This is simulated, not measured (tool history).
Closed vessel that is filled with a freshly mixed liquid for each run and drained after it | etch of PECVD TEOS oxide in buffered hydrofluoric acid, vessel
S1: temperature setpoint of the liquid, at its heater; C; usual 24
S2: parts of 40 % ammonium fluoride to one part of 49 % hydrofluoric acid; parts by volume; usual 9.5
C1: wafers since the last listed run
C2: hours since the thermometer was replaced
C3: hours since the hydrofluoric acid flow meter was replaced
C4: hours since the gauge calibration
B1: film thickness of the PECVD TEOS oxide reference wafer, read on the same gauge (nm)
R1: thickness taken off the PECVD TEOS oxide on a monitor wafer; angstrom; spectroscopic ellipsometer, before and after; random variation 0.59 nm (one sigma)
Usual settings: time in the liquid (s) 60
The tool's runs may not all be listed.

{"run": 1, "hour": 0.0, "S1": 24, "S2": 9.5, "time in the liquid (s)": 60, "C1": 0, "C2": 229.4, "C3": 1547.9, "C4": 262.4, "B1": 149.97, "R1": 1289.5}
{"run": 2, "hour": 85.2, "S1": 24, "S2": 9.5, "time in the liquid (s)": 60, "C1": 9059, "C2": 314.6, "C3": 1633.1, "C4": 347.6, "B1": 150, "R1": 1276.3}
{"run": 3, "hour": 177.4, "S1": 24, "S2": 9.5, "time in the liquid (s)": 60, "C1": 9803, "C2": 406.8, "C3": 1725.3, "C4": 439.8, "B1": 150.01, "R1": 1289.7}
{"run": 4, "hour": 255.1, "S1": 24, "S2": 9.5, "time in the liquid (s)": 60, "C1": 8261, "C2": 484.5, "C3": 1803, "C4": 517.5, "B1": 149.98, "R1": 1280.8}
{"run": 5, "hour": 344.0, "S1": 24, "S2": 9.5, "time in the liquid (s)": 60, "C1": 9452, "C2": 573.4, "C3": 1891.9, "C4": 606.4, "B1": 150.02, "R1": 1282.7}
{"run": 6, "hour": 430.2, "S1": 24, "S2": 9.5, "time in the liquid (s)": 60, "C1": 9165, "C2": 659.6, "C3": 1978.1, "C4": 692.6, "B1": 149.99, "R1": 1268.6}
{"run": 7, "hour": 533.2, "S1": 24, "S2": 9.5, "time in the liquid (s)": 60, "C1": 10952, "C2": 762.6, "C3": 2081.1, "C4": 795.6, "B1": 150.01, "R1": 1283.5}
{"run": 8, "hour": 600.0, "S1": 24, "S2": 6.5, "time in the liquid (s)": 60, "C1": 7102, "C2": 829.4, "C3": 2147.9, "C4": 862.4, "B1": 150.02, "R1": 1864.5}
{"run": 9, "hour": 652.0, "S1": 24, "S2": 9.5, "time in the liquid (s)": 60, "C1": 5529, "C2": 881.4, "C3": 2199.9, "C4": 914.4, "B1": 150, "R1": 1284.9}
{"run": 10, "hour": 701.1, "S1": 24, "S2": 8.5, "time in the liquid (s)": 60, "C1": 5220, "C2": 930.5, "C3": 2249, "C4": 963.5, "B1": 149.98, "R1": 1414.1}
{"run": 11, "hour": 749.9, "S1": 24, "S2": 9.5, "time in the liquid (s)": 60, "C1": 5188, "C2": 979.3, "C3": 2297.8, "C4": 1012.3, "B1": 150, "R1": 1282.9}
{"run": 12, "hour": 825.4, "S1": 24, "S2": 9.5, "time in the liquid (s)": 60, "C1": 8028, "C2": 1054.8, "C3": 2373.3, "C4": 1087.8, "B1": 150.04, "R1": 1290.8}
{"hour": 850.6, "done": "thermometer replaced"}
{"hour": 885.3, "done": "hydrofluoric acid flow meter replaced"}
{"run": 13, "hour": 914.5, "S1": 24, "S2": 9.5, "time in the liquid (s)": 60, "C1": 9261, "C2": 63.9, "C3": 29.2, "C4": 1176.9, "B1": 150, "R1": 1282.7}
{"run": 14, "hour": 983.2, "S1": 24, "S2": 9.5, "time in the liquid (s)": 60, "C1": 7304, "C2": 132.6, "C3": 97.9, "C4": 1245.6, "B1": 149.99, "R1": 1275.2}
{"run": 15, "hour": 1072.0, "S1": 24, "S2": 8.5, "time in the liquid (s)": 60, "C1": 9442, "C2": 221.4, "C3": 186.7, "C4": 1334.4, "B1": 150, "R1": 1411.6}
{"run": 16, "hour": 1136.3, "S1": 24, "S2": 9.5, "time in the liquid (s)": 60, "C1": 6837, "C2": 285.7, "C3": 251, "C4": 1398.7, "B1": 149.99, "R1": 1279.4}
{"hour": 1421.0, "done": "gauge calibrated"}
{"run": 17, "hour": 1439.1, "S1": 20, "S2": 8, "time in the liquid (s)": 60, "C1": 32197, "C2": 588.5, "C3": 553.8, "C4": 18.1, "B1": 150.02, "R1": 1212.8}
{"run": 18, "hour": 1528.0, "S1": 24, "S2": 9.5, "time in the liquid (s)": 60, "C1": 9452, "C2": 677.4, "C3": 642.7, "C4": 107, "B1": 150.02, "R1": 1279.9}

Forecast run 19:
{"run": 19, "hour": 1588.3, "S1": 24, "S2": 12.5, "time in the liquid (s)": 60, "C1": 6411, "C2": 737.7, "C3": 703, "C4": 167.3, "B1": "?", "R1": "?"}

B1: 149.99
R1: 991.8 angstrom
Without the tool's hidden state the same run would have given R1 991.8 angstrom.
